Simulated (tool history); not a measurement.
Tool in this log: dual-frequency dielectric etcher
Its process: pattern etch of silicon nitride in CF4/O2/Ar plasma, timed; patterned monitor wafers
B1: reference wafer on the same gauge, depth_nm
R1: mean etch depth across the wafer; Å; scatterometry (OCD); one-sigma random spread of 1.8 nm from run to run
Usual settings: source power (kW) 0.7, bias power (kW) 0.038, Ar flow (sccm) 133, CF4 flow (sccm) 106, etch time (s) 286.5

Run 1, hour 0: usual settings but source power (kW) 0.64; B1 645.1. Result: R1 5341 Å.
Run 2, hour 29.3: usual settings but source power (kW) 0.64; B1 644.9. Result: R1 5327 Å.
Run 3, hour 60: usual settings; B1 645.9. Result: R1 5715 Å.
Run 4, hour 89.6: usual settings; B1 645.5. Result: R1 5659 Å.
Run 5, hour 105.5: usual settings; B1 644.5. Result: R1 5665 Å.
Run 6, hour 134.4: usual settings but source power (kW) 0.84; B1 644.7. Result: R1 6586 Å.
Run 7, hour 161.6: usual settings but source power (kW) 0.84; B1 645.5. Result: R1 6538 Å.
At hour 188.1: upper electrode replaced.
At hour 203.7: source power generator calibrated.
At hour 207.7: wet clean of the chamber.
Run 8, hour 208.2: usual settings; B1 644.4. Result: R1 6058 Å.
At hour 216.2: Ar flow controller replaced.
Run 9, hour 216.7: usual settings; B1 645.7. Result: R1 6051 Å.
Run 10, hour 246.5: usual settings; B1 645.3. Result: R1 6019 Å.
At hour 272.1: gauge calibrated.
Run 11, hour 272.2: usual settings but etch time (s) 326.5; B1 645.5. Result: R1 6852 Å.
Run 12, hour 302.9: usual settings but CF4 flow (sccm) 129, etch time (s) 355; B1 645.3. Result: R1 7660 Å.
At hour 307.6: bias power generator calibrated.
Run 13, hour 326.2: usual settings; B1 646.2. Result: R1 6026 Å.
At hour 346.6: CF4 flow controller replaced.
Run 14, hour 359.9: usual settings but bias power (kW) 0.045; B1 645.4. Result: R1 6402 Å.
Run 15, hour 379.9: usual settings but source power (kW) 0.54, Ar flow (sccm) 160, etch time (s) 367; B1 645.2. Result: R1 6079 Å.
Run 16, hour 403.2: usual settings but Ar flow (sccm) 156; B1 645.1. Result: R1 5887 Å.
Run 17, hour 422.7: usual settings; B1 645.2. Result: R1 5984 Å.
Run 18, hour 440.5: usual settings but Ar flow (sccm) 112; B1 644.8. Result: R1 6027 Å.
Run 19, hour 460.4: usual settings but bias power (kW) 0.028, CF4 flow (sccm) 123, etch time (s) 245.5; B1 645.6. Result: R1 4629 Å.
Run 20, hour 483.8: usual settings; B1 644.1. Result: R1 5937 Å.
Run 21, hour 499.5: usual settings but bias power (kW) 0.045, CF4 flow (sccm) 114; B1 644.5. Result: R1 6413 Å.
Run 22, hour 517.6: usual settings; B1 645.8. Result: R1 5910 Å.

Here are 3 independent what-if runs from the current tool condition. What would each one return?
Run A, hour 518.1: usual settings but bias power (kW) 0.047; B1 ?. Result: R1 ?.
Run B, hour 518.1: usual settings but source power (kW) 0.61, bias power (kW) 0.046; B1 ?. Result: R1 ?.
Run C, hour 518.1: usual settings but CF4 flow (sccm) 127; B1 ?. Result: R1 ?.

run     B1    R1
  A  645.6  6432
  B  645.6  5687
  C  645.6  6049
With the hidden condition removed and each run's random variation left untouched, the same runs would have given:
run    R1
  A  6579
  B  5817
  C  6187
